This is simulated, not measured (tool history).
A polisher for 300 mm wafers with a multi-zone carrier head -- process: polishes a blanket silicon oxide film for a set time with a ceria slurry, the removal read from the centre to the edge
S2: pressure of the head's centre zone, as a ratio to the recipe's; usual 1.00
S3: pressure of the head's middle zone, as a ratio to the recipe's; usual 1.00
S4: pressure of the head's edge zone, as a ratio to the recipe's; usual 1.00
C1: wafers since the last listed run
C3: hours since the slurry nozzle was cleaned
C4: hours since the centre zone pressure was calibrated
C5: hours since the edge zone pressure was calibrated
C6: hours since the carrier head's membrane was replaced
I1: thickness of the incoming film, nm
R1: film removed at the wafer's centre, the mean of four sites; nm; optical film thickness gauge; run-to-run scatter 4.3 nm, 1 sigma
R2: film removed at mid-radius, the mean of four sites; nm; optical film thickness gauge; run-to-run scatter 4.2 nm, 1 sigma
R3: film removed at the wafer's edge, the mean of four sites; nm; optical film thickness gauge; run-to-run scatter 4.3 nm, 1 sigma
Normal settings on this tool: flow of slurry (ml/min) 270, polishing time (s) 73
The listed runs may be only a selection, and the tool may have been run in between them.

{"run": 1, "day": 0.0, "flow of slurry (ml/min)": 270, "S2": 1.0, "S3": 1.0, "S4": 1.0, "polishing time (s)": 73, "C1": 0, "wafers polished on this pad": 2802, "C3": 259.2, "C4": 311.7, "C5": 230.6, "C6": 573.8, "I1": 1231.5, "R1": 448.8, "R2": 445.0, "R3": 451.4}
{"run": 2, "day": 2.562, "flow of slurry (ml/min)": 350, "S2": 1.0, "S3": 1.06, "S4": 1.1, "polishing time (s)": 57, "C1": 607, "wafers polished on this pad": 3409, "C3": 320.7, "C4": 373.2, "C5": 292.1, "C6": 635.3, "I1": 1232.2, "R1": 358.1, "R2": 377.1, "R3": 373.0}
{"run": 3, "day": 6.075, "flow of slurry (ml/min)": 270, "S2": 1.1, "S3": 1.0, "S4": 0.88, "polishing time (s)": 73, "C1": 832, "wafers polished on this pad": 4242, "C3": 405.0, "C4": 457.5, "C5": 376.4, "C6": 719.6, "I1": 1221.5, "R1": 481.4, "R2": 448.0, "R3": 431.4}
{"run": 4, "day": 9.642, "flow of slurry (ml/min)": 270, "S2": 1.07, "S3": 1.0, "S4": 1.0, "polishing time (s)": 73, "C1": 845, "wafers polished on this pad": 5088, "C3": 490.6, "C4": 543.1, "C5": 462.0, "C6": 805.2, "I1": 1242.7, "R1": 478.1, "R2": 447.7, "R3": 446.1}
{"day": 9.742, "done": "centre zone pressure recalibrated"}
{"day": 11.388, "done": "worn pad replaced by a new one"}
{"run": 5, "day": 14.104, "flow of slurry (ml/min)": 315, "S2": 0.93, "S3": 1.0, "S4": 1.0, "polishing time (s)": 73, "C1": 998, "wafers polished on this pad": 643, "C3": 597.7, "C4": 104.7, "C5": 569.1, "C6": 912.3, "I1": 1248.8, "R1": 419.8, "R2": 460.9, "R3": 448.3}
{"run": 6, "day": 18.321, "flow of slurry (ml/min)": 270, "S2": 1.08, "S3": 1.0, "S4": 1.0, "polishing time (s)": 73, "C1": 999, "wafers polished on this pad": 1643, "C3": 698.9, "C4": 205.9, "C5": 670.3, "C6": 1013.5, "I1": 1220.0, "R1": 482.7, "R2": 448.2, "R3": 449.3}
{"day": 18.896, "done": "slurry nozzle cleaned"}
{"day": 20.625, "done": "edge zone pressure recalibrated"}
{"run": 7, "day": 22.471, "flow of slurry (ml/min)": 295, "S2": 1.0, "S3": 1.09, "S4": 1.0, "polishing time (s)": 73, "C1": 954, "wafers polished on this pad": 2597, "C3": 85.8, "C4": 305.5, "C5": 44.3, "C6": 1113.1, "I1": 1238.0, "R1": 454.1, "R2": 485.4, "R3": 453.6}
{"run": 8, "day": 25.008, "flow of slurry (ml/min)": 270, "S2": 1.05, "S3": 1.07, "S4": 1.0, "polishing time (s)": 60, "C1": 601, "wafers polished on this pad": 3199, "C3": 146.7, "C4": 366.4, "C5": 105.2, "C6": 1174.0, "I1": 1244.4, "R1": 385.6, "R2": 383.7, "R3": 370.7}
{"run": 9, "day": 26.617, "flow of slurry (ml/min)": 240, "S2": 0.89, "S3": 1.11, "S4": 1.05, "polishing time (s)": 73, "C1": 381, "wafers polished on this pad": 3580, "C3": 185.3, "C4": 405.0, "C5": 143.8, "C6": 1212.6, "I1": 1234.7, "R1": 392.9, "R2": 477.3, "R3": 453.2}
{"run": 10, "day": 30.729, "flow of slurry (ml/min)": 270, "S2": 1.0, "S3": 1.0, "S4": 1.09, "polishing time (s)": 54, "C1": 975, "wafers polished on this pad": 4555, "C3": 284.0, "C4": 503.7, "C5": 242.5, "C6": 1311.3, "I1": 1249.4, "R1": 330.6, "R2": 328.8, "R3": 343.7}
{"run": 11, "day": 32.962, "flow of slurry (ml/min)": 270, "S2": 1.11, "S3": 0.89, "S4": 1.03, "polishing time (s)": 83, "C1": 529, "wafers polished on this pad": 5085, "C3": 337.6, "C4": 557.3, "C5": 296.1, "C6": 1364.9, "I1": 1236.5, "R1": 568.3, "R2": 469.6, "R3": 518.5}
{"day": 35.338, "done": "worn pad replaced by a new one"}
{"day": 35.671, "done": "centre zone pressure recalibrated"}
{"run": 12, "day": 37.158, "flow of slurry (ml/min)": 345, "S2": 1.11, "S3": 1.11, "S4": 1.0, "polishing time (s)": 64, "C1": 935, "wafers polished on this pad": 412, "C3": 438.3, "C4": 35.7, "C5": 396.8, "C6": 1465.6, "I1": 1261.0, "R1": 444.1, "R2": 437.7, "R3": 399.1}
{"day": 39.45, "done": "carrier head's membrane replaced by a new one"}
{"run": 13, "day": 40.621, "flow of slurry (ml/min)": 270, "S2": 1.0, "S3": 1.0, "S4": 1.0, "polishing time (s)": 73, "C1": 771, "wafers polished on this pad": 1183, "C3": 521.4, "C4": 118.8, "C5": 479.9, "C6": 28.1, "I1": 1261.2, "R1": 439.7, "R2": 443.4, "R3": 455.3}
{"day": 41.442, "done": "slurry nozzle cleaned"}
{"run": 14, "day": 42.508, "flow of slurry (ml/min)": 270, "S2": 1.12, "S3": 1.07, "S4": 1.0, "polishing time (s)": 61, "C1": 437, "wafers polished on this pad": 1621, "C3": 25.6, "C4": 164.1, "C5": 525.2, "C6": 73.4, "I1": 1257.5, "R1": 412.5, "R2": 389.5, "R3": 372.2}
{"run": 15, "day": 46.404, "flow of slurry (ml/min)": 270, "S2": 1.0, "S3": 1.0, "S4": 1.0, "polishing time (s)": 73, "C1": 923, "wafers polished on this pad": 2545, "C3": 119.1, "C4": 257.6, "C5": 618.7, "C6": 166.9, "I1": 1242.8, "R1": 443.9, "R2": 446.1, "R3": 442.5}
{"day": 47.762, "done": "edge zone pressure recalibrated"}
{"run": 16, "day": 49.775, "flow of slurry (ml/min)": 315, "S2": 1.0, "S3": 1.0, "S4": 1.0, "polishing time (s)": 87, "C1": 779, "wafers polished on this pad": 3324, "C3": 200.0, "C4": 338.5, "C5": 48.3, "C6": 247.8, "I1": 1249.9, "R1": 545.6, "R2": 535.8, "R3": 531.0}
{"run": 17, "day": 51.467, "flow of slurry (ml/min)": 230, "S2": 1.04, "S3": 0.88, "S4": 1.0, "polishing time (s)": 85, "C1": 401, "wafers polished on this pad": 3725, "C3": 240.6, "C4": 379.1, "C5": 88.9, "C6": 288.4, "I1": 1219.6, "R1": 533.0, "R2": 464.2, "R3": 523.6}
{"run": 18, "day": 53.075, "flow of slurry (ml/min)": 345, "S2": 1.0, "S3": 1.06, "S4": 1.0, "polishing time (s)": 73, "C1": 381, "wafers polished on this pad": 4107, "C3": 279.2, "C4": 417.7, "C5": 127.5, "C6": 327.0, "I1": 1244.1, "R1": 457.5, "R2": 473.3, "R3": 456.5}
{"run": 19, "day": 54.9, "flow of slurry (ml/min)": 235, "S2": 1.0, "S3": 1.07, "S4": 1.0, "polishing time (s)": 73, "C1": 432, "wafers polished on this pad": 4539, "C3": 323.0, "C4": 461.5, "C5": 171.3, "C6": 370.8, "I1": 1262.5, "R1": 438.4, "R2": 465.7, "R3": 443.4}
{"run": 20, "day": 59.104, "flow of slurry (ml/min)": 240, "S2": 1.08, "S3": 1.11, "S4": 0.94, "polishing time (s)": 73, "C1": 996, "wafers polished on this pad": 5536, "C3": 423.9, "C4": 562.4, "C5": 272.2, "C6": 471.7, "I1": 1226.6, "R1": 470.9, "R2": 482.3, "R3": 431.4}
{"day": 59.575, "done": "centre zone pressure recalibrated"}
{"run": 21, "day": 62.358, "flow of slurry (ml/min)": 270, "S2": 1.0, "S3": 1.0, "S4": 1.0, "polishing time (s)": 73, "C1": 751, "wafers polished on this pad": 6288, "C3": 502.0, "C4": 66.8, "C5": 350.3, "C6": 549.8, "I1": 1229.1, "R1": 440.7, "R2": 447.9, "R3": 445.6}
{"day": 62.738, "done": "worn pad replaced by a new one"}
{"day": 66.542, "done": "slurry nozzle cleaned"}
{"run": 22, "day": 66.558, "flow of slurry (ml/min)": 270, "S2": 1.0, "S3": 1.0, "S4": 1.0, "polishing time (s)": 73, "C1": 946, "wafers polished on this pad": 896, "C3": 0.4, "C4": 167.6, "C5": 451.1, "C6": 650.6, "I1": 1234.8, "R1": 445.2, "R2": 448.4, "R3": 451.4}
{"run": 23, "day": 71.033, "flow of slurry (ml/min)": 270, "S2": 1.0, "S3": 0.91, "S4": 1.0, "polishing time (s)": 81, "C1": 1060, "wafers polished on this pad": 1957, "C3": 107.8, "C4": 275.0, "C5": 558.5, "C6": 758.0, "I1": 1226.1, "R1": 494.8, "R2": 462.1, "R3": 499.9}

State the hidden condition of the tool at each of the runs:
removal rate lost through wear of the pad, %: 0 across all the runs
slurry flow missing at the pad, %: 0 across all the runs
deviation of the centre zone's pressure from its setpoint, %: 0 across all the runs
deviation of the edge zone's pressure from its setpoint, %: 0 across all the runs
